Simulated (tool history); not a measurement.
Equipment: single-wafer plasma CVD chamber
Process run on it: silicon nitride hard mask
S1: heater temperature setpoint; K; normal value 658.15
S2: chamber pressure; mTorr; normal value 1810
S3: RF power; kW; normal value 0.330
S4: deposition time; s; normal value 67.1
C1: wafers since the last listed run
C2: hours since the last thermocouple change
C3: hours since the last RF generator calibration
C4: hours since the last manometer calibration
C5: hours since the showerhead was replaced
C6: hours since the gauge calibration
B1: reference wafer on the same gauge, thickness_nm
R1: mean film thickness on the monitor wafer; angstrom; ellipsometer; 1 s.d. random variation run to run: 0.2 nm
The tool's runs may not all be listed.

| run | hour | S1 | S2 | S3 | S4 | C1 | C2 | C3 | C4 | C5 | C6 | B1 | R1 |
|---|---|---|---|---|---|---|---|---|---|---|---|---|---|
| 1 | 0.0 | 658.15 | 1810 | 0.330 | 67.1 | 0 | 982.9 | 1753.3 | 1836.4 | 6033.6 | 862.8 | 102.618 | 823.98 |
| 2 | 59.1 | 658.15 | 1810 | 0.330 | 67.1 | 612 | 1042.0 | 1812.4 | 1895.5 | 6092.7 | 921.9 | 102.592 | 828.54 |
| 3 | 130.7 | 658.15 | 1810 | 0.330 | 67.1 | 741 | 1113.6 | 1884.0 | 1967.1 | 6164.3 | 993.5 | 102.702 | 821.32 |
| 4 | 171.3 | 658.15 | 1700 | 0.330 | 67.1 | 420 | 1154.2 | 1924.6 | 2007.7 | 6204.9 | 1034.1 | 102.712 | 807.26 |
| 5 | 256.2 | 658.15 | 1700 | 0.330 | 67.1 | 879 | 1239.1 | 2009.5 | 2092.6 | 6289.8 | 1119.0 | 102.478 | 802.37 |
| 6 | 379.8 | 658.15 | 1700 | 0.330 | 67.1 | 1280 | 1362.7 | 2133.1 | 2216.2 | 6413.4 | 1242.6 | 102.593 | 797.74 |
| 7 | 420.9 | 658.15 | 1810 | 0.330 | 67.1 | 425 | 1403.8 | 2174.2 | 2257.3 | 6454.5 | 1283.7 | 102.621 | 810.95 |
|  | 486.8 | RF generator calibrated |
| 8 | 543.8 | 658.15 | 1810 | 0.330 | 67.1 | 1190 | 1526.7 | 57.0 | 2380.2 | 6577.4 | 1406.6 | 102.689 | 839.49 |
|  | 581.2 | gauge calibrated |
|  | 631.0 | showerhead replaced |
| 9 | 701.5 | 649.15 | 1520 | 0.330 | 67.1 | 1550 | 1684.4 | 214.7 | 2537.9 | 70.5 | 120.3 | 102.600 | 801.16 |
| 10 | 747.6 | 662.15 | 1810 | 0.330 | 70.8 | 477 | 1730.5 | 260.8 | 2584.0 | 116.6 | 166.4 | 102.513 | 882.12 |
|  | 769.3 | capacitance manometer re-zeroed and calibrated |
|  | 778.3 | thermocouple changed; heater temperature recalibrated |
| 11 | 814.0 | 658.15 | 1700 | 0.330 | 67.1 | 522 | 35.7 | 327.2 | 44.7 | 183.0 | 232.8 | 102.555 | 840.62 |
| 12 | 847.9 | 658.15 | 1950 | 0.330 | 78.0 | 351 | 69.6 | 361.1 | 78.6 | 216.9 | 266.7 | 102.631 | 1016.06 |
| 13 | 912.9 | 658.15 | 1810 | 0.310 | 67.1 | 673 | 134.6 | 426.1 | 143.6 | 281.9 | 331.7 | 102.458 | 818.68 |
| 14 | 963.6 | 658.15 | 1810 | 0.330 | 67.1 | 525 | 185.3 | 476.8 | 194.3 | 332.6 | 382.4 | 102.664 | 851.12 |
| 15 | 1147.6 | 658.15 | 1810 | 0.330 | 67.1 | 1906 | 369.3 | 660.8 | 378.3 | 516.6 | 566.4 | 102.646 | 849.86 |

Forecast run 16:
| 16 | 1180.8 | 658.15 | 1600 | 0.345 | 54.4 | 343 | 402.5 | 694.0 | 411.5 | 549.8 | 599.6 | ? | ? |

Run 16 measured B1 102.532, R1 687.54 angstrom.
Had the tool carried no hidden state, the very same run would have given R1 689.44 angstrom.
